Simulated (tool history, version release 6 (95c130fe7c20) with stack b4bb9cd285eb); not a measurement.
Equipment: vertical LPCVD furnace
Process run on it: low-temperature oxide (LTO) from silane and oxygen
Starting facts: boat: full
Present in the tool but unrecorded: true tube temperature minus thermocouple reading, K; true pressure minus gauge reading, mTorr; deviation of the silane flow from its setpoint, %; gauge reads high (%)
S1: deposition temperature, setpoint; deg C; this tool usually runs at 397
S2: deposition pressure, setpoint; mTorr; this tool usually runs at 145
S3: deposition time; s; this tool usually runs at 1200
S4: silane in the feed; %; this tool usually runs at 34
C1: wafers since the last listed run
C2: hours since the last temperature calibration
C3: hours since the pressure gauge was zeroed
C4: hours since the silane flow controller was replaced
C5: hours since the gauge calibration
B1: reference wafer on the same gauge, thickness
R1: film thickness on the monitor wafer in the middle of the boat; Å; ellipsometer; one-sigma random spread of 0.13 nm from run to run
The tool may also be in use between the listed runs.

Run 1, hour 0: usual settings; C1 0; C2 4204.7; C3 4342; C4 2055.7; C5 186.4; B1 105.5. Result: R1 934 Å.
Run 2, hour 19.2: usual settings but S3 900 s, S4 30 %; C1 248; C2 4223.9; C3 4361.2; C4 2074.9; C5 205.6; B1 105.5. Result: R1 590.8 Å.
Run 3, hour 35.1: usual settings but S3 900 s, S4 30 %; C1 206; C2 4239.8; C3 4377.1; C4 2090.8; C5 221.5; B1 105.46. Result: R1 589.4 Å.
Run 4, hour 45: usual settings but S3 900 s, S4 30 %; C1 128; C2 4249.7; C3 4387; C4 2100.7; C5 231.4; B1 105.45. Result: R1 591.8 Å.
Run 5, hour 54.9: usual settings; C1 128; C2 4259.6; C3 4396.9; C4 2110.6; C5 241.3; B1 105.51. Result: R1 934.2 Å.
At hour 99.5: thermocouples replaced and temperature profile calibrated.
Run 6, hour 100: usual settings; C1 273; C2 0.5; C3 4442; C4 2155.7; C5 286.4; B1 105.51. Result: R1 931.4 Å.
Run 7, hour 104.8: usual settings; C1 62; C2 5.3; C3 4446.8; C4 2160.5; C5 291.2; B1 105.48. Result: R1 933 Å.
Run 8, hour 118.3: usual settings but S3 900 s; C1 174; C2 18.8; C3 4460.3; C4 2174; C5 304.7; B1 105.5. Result: R1 701.5 Å.
Run 9, hour 127: usual settings but S3 900 s; C1 112; C2 27.5; C3 4469; C4 2182.7; C5 313.4; B1 105.49. Result: R1 699.7 Å.
At hour 138.8: gauge calibrated.
Run 10, hour 151.4: usual settings but S3 900 s; C1 316; C2 51.9; C3 4493.4; C4 2207.1; C5 12.6; B1 105.45. Result: R1 699.4 Å.
At hour 177.9: pressure gauge zeroed.
Run 11, hour 178.4: usual settings but S3 840 s; C1 38; C2 78.9; C3 0.5; C4 2234.1; C5 39.6; B1 105.47. Result: R1 654.1 Å.
Run 12, hour 183.2: usual settings but S3 840 s; C1 62; C2 83.7; C3 5.3; C4 2238.9; C5 44.4; B1 105.48. Result: R1 653.7 Å.
At hour 207.7: silane flow controller replaced.
Run 13, hour 208.2: usual settings but S1 393 deg C; C1 12; C2 108.7; C3 30.3; C4 0.5; C5 69.4; B1 105.45. Result: R1 843.3 Å.
Run 14, hour 213: usual settings; C1 62; C2 113.5; C3 35.1; C4 5.3; C5 74.2; B1 105.55. Result: R1 884.5 Å.
Run 15, hour 217.8: usual settings but S1 405 deg C, S2 165 mTorr, S3 900 s, S4 40 %; C1 62; C2 118.3; C3 39.9; C4 10.1; C5 79; B1 105.51. Result: R1 1016.4 Å.
Run 16, hour 224.4: usual settings but S1 387 deg C, S2 180 mTorr, S4 37 %; C1 85; C2 124.9; C3 46.5; C4 16.7; C5 85.6; B1 105.5. Result: R1 1095.5 Å.
Run 17, hour 233.5: usual settings; C1 117; C2 134; C3 55.6; C4 25.8; C5 94.7; B1 105.53. Result: R1 885.9 Å.
Run 18, hour 248.1: usual settings but S1 388 deg C, S2 175 mTorr; C1 189; C2 148.6; C3 70.2; C4 40.4; C5 109.3; B1 105.44. Result: R1 959 Å.
Run 19, hour 260.6: usual settings but S3 900 s, S4 30 %; C1 161; C2 161.1; C3 82.7; C4 52.9; C5 121.8; B1 105.52. Result: R1 556.1 Å.
Run 20, hour 268.3: usual settings but S4 31 %; C1 99; C2 168.8; C3 90.4; C4 60.6; C5 129.5; B1 105.51. Result: R1 779.6 Å.
Run 21, hour 276.5: usual settings but S1 391 deg C, S2 130 mTorr, S3 840 s, S4 29 %; C1 106; C2 177; C3 98.6; C4 68.8; C5 137.7; B1 105.48. Result: R1 412.8 Å.
Run 22, hour 283.7: usual settings but S4 39 %; C1 93; C2 184.2; C3 105.8; C4 76; C5 144.9; B1 105.5. Result: R1 1060.8 Å.
Run 23, hour 291.3: usual settings but S2 120 mTorr, S4 38 %; C1 98; C2 191.8; C3 113.4; C4 83.6; C5 152.5; B1 105.51. Result: R1 852.2 Å.
Run 24, hour 307.8: usual settings; C1 213; C2 208.3; C3 129.9; C4 100.1; C5 169; B1 105.5. Result: R1 890.5 Å.

Give the tool's hidden conditions for every run:
true tube temperature minus thermocouple reading, K: 0 in every run
true pressure minus gauge reading, mTorr: 0 in every run
gauge reads high (%): 0 in every run
H1: deviation of the silane flow from its setpoint, %
run       H1
  1     5.76
  2     5.77
  3     5.78
  4     5.78
  5     5.79
  6     5.81
  7     5.82
  8     5.82
  9     5.83
 10     5.84
 11     5.85
 12     5.86
 13   -0.509
 14   -0.471
 15   -0.433
 16   -0.382
 17   -0.311
 18     -0.2
 19   -0.106
 20  -0.0494
 21   0.0107
 22   0.0629
 23    0.118
 24    0.234
